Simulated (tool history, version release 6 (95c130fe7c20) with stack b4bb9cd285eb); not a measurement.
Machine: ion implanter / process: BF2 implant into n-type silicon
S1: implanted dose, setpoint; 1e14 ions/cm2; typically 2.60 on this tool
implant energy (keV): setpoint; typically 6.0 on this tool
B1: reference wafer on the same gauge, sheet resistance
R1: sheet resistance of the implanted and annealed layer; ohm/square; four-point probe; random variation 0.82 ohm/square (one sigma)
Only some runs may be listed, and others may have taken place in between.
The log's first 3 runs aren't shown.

{"run": 4, "hour": 170.1, "S1": 2.6, "implant energy (keV)": 4.5, "B1": 625.38, "R1": 588.38}
{"run": 5, "hour": 227.5, "S1": 2.6, "implant energy (keV)": 4.5, "B1": 624.51, "R1": 588.93}
{"run": 6, "hour": 254.3, "S1": 2.6, "implant energy (keV)": 6.0, "B1": 624.78, "R1": 549.85}
{"run": 7, "hour": 279.2, "S1": 2.6, "implant energy (keV)": 6.0, "B1": 625.17, "R1": 550.94}
{"run": 8, "hour": 343.4, "S1": 2.6, "implant energy (keV)": 6.0, "B1": 624.69, "R1": 551.08}
{"hour": 367.1, "done": "gauge calibrated"}
{"run": 9, "hour": 405.7, "S1": 2.6, "implant energy (keV)": 6.0, "B1": 624.74, "R1": 551.41}
{"hour": 443.3, "done": "Faraday cup replaced and dose calibrated"}
{"run": 10, "hour": 467.6, "S1": 2.6, "implant energy (keV)": 6.0, "B1": 624.96, "R1": 546.24}
{"run": 11, "hour": 493.6, "S1": 2.03, "implant energy (keV)": 6.0, "B1": 625.27, "R1": 666.18}
{"run": 12, "hour": 541.9, "S1": 2.81, "implant energy (keV)": 6.0, "B1": 624.76, "R1": 517.02}
{"hour": 699.8, "done": "extraction supply calibrated"}
{"run": 13, "hour": 750.1, "S1": 2.81, "implant energy (keV)": 6.0, "B1": 624.72, "R1": 517.74}
{"run": 14, "hour": 812.4, "S1": 2.81, "implant energy (keV)": 6.0, "B1": 625.13, "R1": 519.77}
{"run": 15, "hour": 839.6, "S1": 2.6, "implant energy (keV)": 6.0, "B1": 625.48, "R1": 550.66}
{"run": 16, "hour": 901.2, "S1": 2.14, "implant energy (keV)": 6.0, "B1": 624.64, "R1": 641.48}
{"run": 17, "hour": 956.2, "S1": 2.6, "implant energy (keV)": 8.0, "B1": 624.91, "R1": 522.38}
{"run": 18, "hour": 1087.0, "S1": 2.6, "implant energy (keV)": 6.0, "B1": 624.78, "R1": 551.24}
{"run": 19, "hour": 1127.2, "S1": 2.6, "implant energy (keV)": 6.0, "B1": 625.32, "R1": 550.1}
{"hour": 1159.4, "done": "Faraday cup replaced and dose calibrated"}
{"run": 20, "hour": 1161.7, "S1": 2.6, "implant energy (keV)": 6.0, "B1": 624.32, "R1": 546.06}
{"run": 21, "hour": 1225.9, "S1": 3.15, "implant energy (keV)": 7.5, "B1": 624.93, "R1": 454.64}
{"run": 22, "hour": 1255.9, "S1": 2.6, "implant energy (keV)": 6.0, "B1": 625.54, "R1": 546.79}
{"run": 23, "hour": 1309.7, "S1": 2.27, "implant energy (keV)": 4.5, "B1": 624.83, "R1": 649.32}
{"run": 24, "hour": 1351.7, "S1": 2.17, "implant energy (keV)": 6.0, "B1": 624.87, "R1": 634.67}
{"hour": 1405.6, "done": "gauge calibrated"}
{"run": 25, "hour": 1412.4, "S1": 3.32, "implant energy (keV)": 6.5, "B1": 625.46, "R1": 452.33}
{"run": 26, "hour": 1474.8, "S1": 2.6, "implant energy (keV)": 4.0, "B1": 624.68, "R1": 610.42}
{"run": 27, "hour": 1526.7, "S1": 2.31, "implant energy (keV)": 6.0, "B1": 624.64, "R1": 604.74}

Run 28 is up next; what results do you expect?
{"run": 28, "hour": 1669.1, "S1": 2.92, "implant energy (keV)": 7.0, "B1": "?", "R1": "?"}

{"run 28": {"B1": 624.92, "R1": 489.72}}
Without the tool's hidden state the same run would have given R1 484.20 ohm/square.

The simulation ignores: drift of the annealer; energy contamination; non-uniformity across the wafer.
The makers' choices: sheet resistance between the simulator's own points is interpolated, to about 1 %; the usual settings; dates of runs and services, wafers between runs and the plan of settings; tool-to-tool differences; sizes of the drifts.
